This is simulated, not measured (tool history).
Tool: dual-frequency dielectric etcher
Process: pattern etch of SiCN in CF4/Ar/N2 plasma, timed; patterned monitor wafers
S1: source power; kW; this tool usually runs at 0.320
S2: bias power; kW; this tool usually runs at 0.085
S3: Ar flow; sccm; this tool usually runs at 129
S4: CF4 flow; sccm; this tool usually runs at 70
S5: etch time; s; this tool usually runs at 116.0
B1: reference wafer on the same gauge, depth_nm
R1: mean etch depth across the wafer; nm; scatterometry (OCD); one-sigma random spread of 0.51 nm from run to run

run	hour	S1	S2	S3	S4	S5	B1	R1
1	0.0	0.320	0.085	129	70	116.0	65.6	79.5
2	47.2	0.380	0.085	111	70	106.5	65.6	85.4
3	93.2	0.240	0.071	138	70	102.0	65.6	53.3
4	128.6	0.320	0.065	108	70	116.0	65.7	75.1
5	195.1	0.260	0.085	142	58	116.0	65.7	65.9
6	254.7	0.360	0.085	129	70	116.0	65.6	87.0
# hour 261.1: bias power generator calibrated
# hour 280.8: wet clean of the chamber
7	284.5	0.320	0.085	101	70	125.5	65.6	89.5
8	312.4	0.340	0.085	129	70	116.0	65.6	83.1
9	353.9	0.260	0.085	143	70	116.0	65.6	68.9
# hour 435.8: gauge calibrated
# hour 458.9: upper electrode replaced
# hour 505.2: Ar flow controller replaced
10	511.2	0.360	0.065	119	70	128.0	65.6	87.8
11	714.6	0.290	0.085	129	70	140.0	65.6	90.9
# hour 769.6: wet clean of the chamber
12	773.4	0.320	0.085	129	70	147.0	65.5	101.6
13	833.5	0.280	0.085	117	70	116.0	65.7	75.1
14	888.9	0.320	0.085	100	83	116.0	65.7	86.8
15	939.7	0.370	0.085	154	70	116.0	65.7	86.7
16	970.1	0.320	0.085	129	70	116.0	65.6	79.9
17	1016.3	0.320	0.085	129	70	116.0	65.6	79.5
18	1083.4	0.320	0.085	129	58	130.5	65.6	85.4
19	1129.3	0.320	0.085	129	70	116.0	65.7	79.5
20	1187.6	0.260	0.085	100	70	116.0	65.5	71.9
# hour 1245.2: wet clean of the chamber
21	1245.7	0.320	0.095	129	70	116.0	65.6	83.3
22	1267.4	0.320	0.078	129	65	116.0	65.6	77.0

What if the next run were any one of these 3? Each begins from the tool's condition after run 22:
A	1267.8	0.320	0.085	152	70	116.0	?	?
B	1267.8	0.260	0.085	129	70	90.0	?	?
C	1267.8	0.320	0.085	149	85	116.0	?	?

run	B1	R1
A	65.7	78.4
B	65.7	54.2
C	65.7	81.9
The same runs, with their run-to-run variation unchanged, on a tool lacking any hidden condition would have given:
run	R1
A	78.4
B	54.2
C	81.9

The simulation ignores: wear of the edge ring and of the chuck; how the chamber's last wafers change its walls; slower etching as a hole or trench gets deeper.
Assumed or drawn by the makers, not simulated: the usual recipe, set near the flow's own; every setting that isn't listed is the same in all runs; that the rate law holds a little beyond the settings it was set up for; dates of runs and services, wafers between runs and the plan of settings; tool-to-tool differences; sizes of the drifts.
